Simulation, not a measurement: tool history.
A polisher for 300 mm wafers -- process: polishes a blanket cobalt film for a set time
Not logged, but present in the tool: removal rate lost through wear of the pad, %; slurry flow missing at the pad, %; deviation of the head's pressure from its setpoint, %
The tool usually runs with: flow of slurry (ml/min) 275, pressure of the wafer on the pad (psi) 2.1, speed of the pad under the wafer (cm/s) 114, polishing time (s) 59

run,hour,flow of slurry (ml/min),pressure of the wafer on the pad (psi),speed of the pad under the wafer (cm/s),polishing time (s),wafers since the last listed run,wafers polished on this pad,hours since the slurry nozzle was cleaned,hours since the head pressure was calibrated,"incoming thickness of the incoming film, nm",film removed (nm)
1,0.0,275,2.1,114,65,0,1025,285.9,770.0,1344.3,429.4
2,31.2,275,2.1,114,59,529,1554,317.1,801.2,1342.7,383.6
3,57.1,275,2.1,114,59,439,1994,343.0,827.1,1361.2,378.4
4,79.8,275,2.1,114,59,385,2379,365.7,849.8,1338.9,374.7
5,101.5,275,2.1,114,59,368,2747,387.4,871.5,1355.7,367.3
# hour 119.2: worn pad replaced by a new one
6,137.3,275,2.1,134,74,539,307,423.2,907.3,1362.7,587.4
7,151.1,275,2.1,134,74,234,542,437.0,921.1,1323.1,572.4
8,184.0,275,1.6,114,59,558,1100,469.9,954.0,1337.4,318.2
9,201.1,275,2.1,114,59,290,1390,487.0,971.1,1360.3,388.6
10,232.8,275,2.1,114,59,537,1928,518.7,1002.8,1359.1,388.1
# hour 247.0: slurry nozzle cleaned
11,254.6,215,1.7,114,59,352,2281,7.6,1024.6,1333.9,321.3
12,297.6,275,2.1,114,59,729,3011,50.6,1067.6,1361.5,373.5
# hour 304.4: worn pad replaced by a new one
13,323.0,275,2.1,114,59,363,315,76.0,1093.0,1326.3,397.6
# hour 347.4: head pressure recalibrated
14,349.2,275,2.1,114,59,410,725,102.2,1.8,1344.4,394.0
15,378.8,275,2.1,114,46,502,1228,131.8,31.4,1343.4,309.7
16,395.6,275,2.1,114,50,285,1513,148.6,48.2,1325.8,334.5
17,431.3,275,2.1,114,59,605,2119,184.3,83.9,1340.5,387.2
18,461.8,275,2.1,114,59,517,2636,214.8,114.4,1345.7,379.3
19,485.2,335,2.1,114,66,397,3033,238.2,137.8,1341.0,428.5
20,513.5,275,2.5,114,59,480,3513,266.5,166.1,1340.3,422.8
# hour 542.8: worn pad replaced by a new one
21,543.3,275,2.1,114,59,437,7,296.3,195.9,1326.7,398.4
22,560.2,275,2.1,80,59,286,294,313.2,212.8,1336.9,282.2
23,594.9,355,2.7,84,41,588,883,347.9,247.5,1339.2,252.5
24,627.2,275,2.1,114,59,548,1431,380.2,279.8,1328.1,392.6
25,660.9,275,2.1,146,59,571,2003,413.9,313.5,1315.0,497.0
26,673.5,275,2.1,114,59,213,2217,426.5,326.1,1342.1,387.2
27,708.1,275,2.1,114,59,587,2804,461.1,360.7,1329.5,375.9
28,724.8,320,1.6,128,44,283,3087,477.8,377.4,1319.3,259.5
# hour 745.0: worn pad replaced by a new one
# hour 752.1: slurry nozzle cleaned
29,831.3,275,2.1,114,65,1722,1447,79.2,483.9,1328.1,428.7
30,860.9,275,2.3,114,59,502,1950,108.8,513.5,1360.7,416.6
31,883.5,275,2.1,114,52,383,2333,131.4,536.1,1315.4,337.2
32,900.1,275,1.5,128,50,281,2615,148.0,552.7,1326.0,279.3
33,912.2,275,2.1,114,59,205,2820,160.1,564.8,1310.6,378.5
34,947.9,275,2.7,82,47,605,3426,195.8,600.5,1329.7,255.9
# hour 976.2: worn pad replaced by a new one
35,976.7,360,2.1,128,59,420,8,224.6,629.3,1316.5,450.3
36,997.9,275,2.7,82,47,359,367,245.8,650.5,1335.5,277.3
37,1031.8,275,2.1,148,78,575,943,279.7,684.4,1358.4,669.7

Run by run, hidden condition taken away, random variation retained:
run,film removed (nm)
1,440.6
2,397.1
3,395.7
4,396.2
5,393.3
6,590.9
7,576.6
8,322.4
9,395.5
10,399.6
11,334.2
12,398.5
13,398.0
14,395.6
15,312.9
16,339.7
17,398.9
18,397.2
19,455.5
20,459.1
21,399.0
22,282.8
23,254.1
24,398.3
25,510.6
26,400.2
27,396.0
28,276.4
29,435.5
30,427.8
31,350.1
32,292.6
33,399.5
34,277.1
35,454.6
36,280.2
37,680.0
